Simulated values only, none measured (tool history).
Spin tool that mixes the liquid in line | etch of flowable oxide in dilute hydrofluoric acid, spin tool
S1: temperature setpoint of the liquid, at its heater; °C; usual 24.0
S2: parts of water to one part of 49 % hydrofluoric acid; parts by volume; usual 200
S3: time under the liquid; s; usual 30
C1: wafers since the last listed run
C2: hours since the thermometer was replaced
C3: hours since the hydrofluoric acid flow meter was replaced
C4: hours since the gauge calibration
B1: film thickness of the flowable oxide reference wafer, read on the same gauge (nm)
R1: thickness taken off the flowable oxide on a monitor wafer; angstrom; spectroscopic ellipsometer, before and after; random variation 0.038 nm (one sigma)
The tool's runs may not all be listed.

run,day,S1,S2,S3,C1,C2,C3,C4,B1,R1
1,0.000,24.0,200,30,0,1810.1,821.9,1038.4,120.00,59.3
# day 0.262: gauge calibrated
2,2.879,24.0,200,30,1192,1879.2,891.0,62.8,120.01,58.6
3,5.675,24.0,200,30,1158,1946.3,958.1,129.9,120.01,59.2
4,9.446,24.0,200,30,1562,2036.8,1048.6,220.4,120.00,59.0
5,11.179,24.0,200,30,718,2078.4,1090.2,262.0,120.00,58.5
6,14.200,24.0,200,30,1251,2150.9,1162.7,334.5,120.01,58.9
7,17.812,24.0,200,30,1496,2237.6,1249.4,421.2,119.99,58.6
8,21.583,24.0,200,30,1562,2328.1,1339.9,511.7,120.00,58.6
9,23.467,24.0,200,30,780,2373.3,1385.1,556.9,120.00,58.4
10,25.725,24.0,200,30,935,2427.5,1439.3,611.1,119.96,58.9
11,27.446,24.0,200,30,712,2468.8,1480.6,652.4,120.00,58.6
# day 29.154: thermometer replaced
12,31.542,24.0,200,50,1679,57.3,1578.9,750.7,120.00,96.4
13,33.812,24.0,115,15,940,111.8,1633.4,805.2,120.00,56.0
14,37.242,24.0,200,30,1420,194.1,1715.7,887.5,119.97,57.8
15,41.542,26.0,200,30,1781,297.3,1818.9,990.7,119.99,61.9
16,44.575,24.0,200,30,1256,370.1,1891.7,1063.5,120.02,58.2
# day 46.771: gauge calibrated
17,48.250,24.0,100,30,1522,458.3,1979.9,35.5,119.98,129.4
18,50.529,24.0,200,30,944,513.0,2034.6,90.2,120.00,57.3
# day 52.217: hydrofluoric acid flow meter replaced
19,54.862,24.0,200,30,1778,617.0,63.5,194.2,119.99,60.6
20,57.825,24.0,200,40,1227,688.1,134.6,265.3,120.00,79.7
21,60.538,19.5,115,30,1123,753.2,199.7,330.4,120.01,96.2
22,63.000,24.0,145,20,1020,812.3,258.8,389.5,120.02,58.8
23,66.912,26.5,200,25,1621,906.2,352.7,483.4,120.00,54.7

What the log doesn't show, run by run:
liquid hotter than its thermometer reads (K): 0 in every run
gauge reads high (%): 0 in every run
H1: hydrofluoric acid flow below the setpoint (%)
run,H1
1,2.2
2,2.32
3,2.44
4,2.59
5,2.66
6,2.79
7,2.94
8,3.09
9,3.17
10,3.26
11,3.33
12,3.5
13,3.6
14,3.74
15,3.92
16,4.04
17,4.19
18,4.29
19,0.465
20,0.587
21,0.699
22,0.801
23,0.962
